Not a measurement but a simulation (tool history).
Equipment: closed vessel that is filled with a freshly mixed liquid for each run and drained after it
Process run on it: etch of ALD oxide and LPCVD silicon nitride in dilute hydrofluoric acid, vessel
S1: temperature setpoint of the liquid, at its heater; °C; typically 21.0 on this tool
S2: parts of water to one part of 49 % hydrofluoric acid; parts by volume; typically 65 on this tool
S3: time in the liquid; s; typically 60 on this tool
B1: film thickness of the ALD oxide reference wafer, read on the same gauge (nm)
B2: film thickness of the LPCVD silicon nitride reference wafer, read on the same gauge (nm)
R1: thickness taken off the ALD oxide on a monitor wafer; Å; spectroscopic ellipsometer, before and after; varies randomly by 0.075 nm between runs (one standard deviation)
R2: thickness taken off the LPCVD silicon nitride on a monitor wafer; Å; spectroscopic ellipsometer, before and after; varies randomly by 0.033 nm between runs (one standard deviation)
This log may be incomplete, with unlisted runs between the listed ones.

run,hour,S1,S2,S3,B1,B2,R1,R2
1,0.0,21.0,45,60,49.98,59.962,258.2,5.55
2,61.3,21.0,45,60,50.02,60.001,259.9,5.50
3,120.7,21.0,55,60,50.00,59.976,207.6,3.99
4,159.8,21.0,65,60,50.03,60.000,174.1,4.16
5,264.5,21.0,65,60,50.02,59.980,172.2,4.06
6,306.6,21.0,65,60,50.00,59.966,172.6,3.68
7,355.5,17.5,65,50,50.02,60.030,123.8,2.56
8,420.4,17.5,65,50,49.98,59.989,124.0,2.67
9,514.5,17.5,65,50,50.00,59.985,122.8,2.64
# hour 517.0: hydrofluoric acid flow meter replaced
10,584.3,21.0,65,60,49.99,59.984,177.0,3.81
11,687.9,21.0,65,40,49.98,60.023,116.6,2.73
12,748.1,21.0,65,60,49.98,60.017,175.3,4.47
# hour 800.0: gauge calibrated
13,850.6,21.0,75,40,49.98,60.001,99.9,2.13
14,958.6,21.0,65,60,49.95,59.986,174.1,4.05
# hour 1028.4: thermometer replaced
15,1062.7,21.0,35,60,49.96,60.047,351.6,6.96
16,1167.2,21.0,80,90,50.02,59.987,216.9,5.27
17,1260.5,22.5,35,85,49.98,59.978,532.2,11.93
18,1339.5,18.0,65,60,49.99,60.016,158.8,3.46

Some steps in R1 between neighbouring runs. How much of each would the tool show without its hidden state too (settings, what came in, random variation), and how much is left for the hidden state, with any gauge scatter that isn't in both results?
Unlogged tool condition in this case: liquid colder than its thermometer reads (K); hydrofluoric acid flow below the setpoint (%); gauge reads high (%).
Run 16 -> 17: S1 21.0 -> 22.5, S2 80 -> 35, S3 90 -> 85. R1 +315.3 Å: hidden state -7.9, all else +323.2.
Run 17 -> 18: S1 22.5 -> 18.0, S2 35 -> 65, S3 85 -> 60. R1 -373.4 Å: hidden state +7.8, all else -381.2.
